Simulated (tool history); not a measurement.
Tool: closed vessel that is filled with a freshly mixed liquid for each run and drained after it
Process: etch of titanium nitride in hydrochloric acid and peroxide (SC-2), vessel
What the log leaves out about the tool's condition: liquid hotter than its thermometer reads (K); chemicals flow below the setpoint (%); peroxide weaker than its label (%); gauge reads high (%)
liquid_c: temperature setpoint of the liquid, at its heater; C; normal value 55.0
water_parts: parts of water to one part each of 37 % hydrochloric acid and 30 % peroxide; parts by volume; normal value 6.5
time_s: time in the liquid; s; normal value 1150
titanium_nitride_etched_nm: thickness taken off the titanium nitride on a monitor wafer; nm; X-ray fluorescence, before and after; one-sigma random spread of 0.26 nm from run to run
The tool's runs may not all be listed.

run,hour,liquid_c,water_parts,time_s,wafers since the last listed run,hours since the thermometer was replaced,hours since the chemicals flow meter was replaced,hours since the drum of peroxide was connected,hours since the gauge calibration,"read-back film thickness of the titanium nitride reference wafer, read on the same gauge (nm)",titanium_nitride_etched_nm
1,0.0,59.5,7.5,1150,0,509.5,95.2,566.0,81.6,139.99,35.32
2,35.6,59.5,7.5,1150,1351,545.1,130.8,601.6,117.2,140.01,34.75
3,70.1,59.5,7.5,1150,1310,579.6,165.3,636.1,151.7,140.02,35.24
4,88.0,55.0,6.5,1150,679,597.5,183.2,654.0,169.6,140.01,28.82
5,113.1,55.0,6.5,1150,953,622.6,208.3,679.1,194.7,139.97,29.27
6,148.7,55.0,6.5,1150,1351,658.2,243.9,714.7,230.3,139.99,28.79
7,215.7,55.0,6.5,1150,2544,725.2,310.9,781.7,297.3,140.01,29.26
8,241.1,55.0,6.5,1150,964,750.6,336.3,807.1,322.7,140.01,28.64
# hour 252.4: new drum of peroxide connected
9,254.0,55.0,6.5,1150,451,763.5,349.2,1.6,335.6,140.00,31.47
10,282.8,52.0,6.5,1400,1093,792.3,378.0,30.4,364.4,140.03,31.20
11,295.0,55.0,7.0,1150,463,804.5,390.2,42.6,376.6,139.99,29.17
12,308.0,55.0,7.0,1150,493,817.5,403.2,55.6,389.6,140.00,29.73
# hour 334.2: gauge calibrated
13,338.0,48.0,5.0,1670,1139,847.5,433.2,85.6,3.8,139.99,34.67
14,358.1,58.5,6.5,1150,763,867.6,453.3,105.7,23.9,140.01,38.97
15,389.3,60.5,7.5,750,1184,898.8,484.5,136.9,55.1,139.98,25.50
16,414.5,62.0,6.5,555,956,924.0,509.7,162.1,80.3,139.98,22.88
# hour 427.4: chemicals flow meter replaced
17,442.7,55.0,6.5,775,1032,952.2,15.3,190.3,108.5,139.99,20.33
18,465.4,50.5,9.0,825,862,974.9,38.0,213.0,131.2,139.99,12.53
# hour 483.9: thermometer replaced
19,494.2,52.0,6.5,1400,1055,10.3,66.8,241.8,160.0,140.00,30.74
20,519.0,55.0,4.0,530,941,35.1,91.6,266.6,184.8,139.97,19.50
21,542.7,55.0,6.5,1150,899,58.8,115.3,290.3,208.5,140.00,30.53
22,576.2,58.5,8.0,1150,1272,92.3,148.8,323.8,242.0,140.00,32.18
23,594.7,55.0,6.5,1150,702,110.8,167.3,342.3,260.5,140.00,30.77
24,614.6,63.5,6.5,780,755,130.7,187.2,362.2,280.4,139.98,34.87
25,684.6,55.0,6.5,1585,2658,200.7,257.2,432.2,350.4,140.02,42.02

What the log doesn't show, run by run:
liquid hotter than its thermometer reads (K): 0 in every run
chemicals flow below the setpoint (%): 0 in every run
gauge reads high (%): 0 in every run
H1: peroxide weaker than its label (%)
run,H1
1,6.48
2,6.81
3,7.13
4,7.3
5,7.53
6,7.86
7,8.48
8,8.71
9,0.702
10,0.968
11,1.08
12,1.2
13,1.48
14,1.66
15,1.95
16,2.19
17,2.45
18,2.66
19,2.92
20,3.15
21,3.37
22,3.68
23,3.85
24,4.04
25,4.68
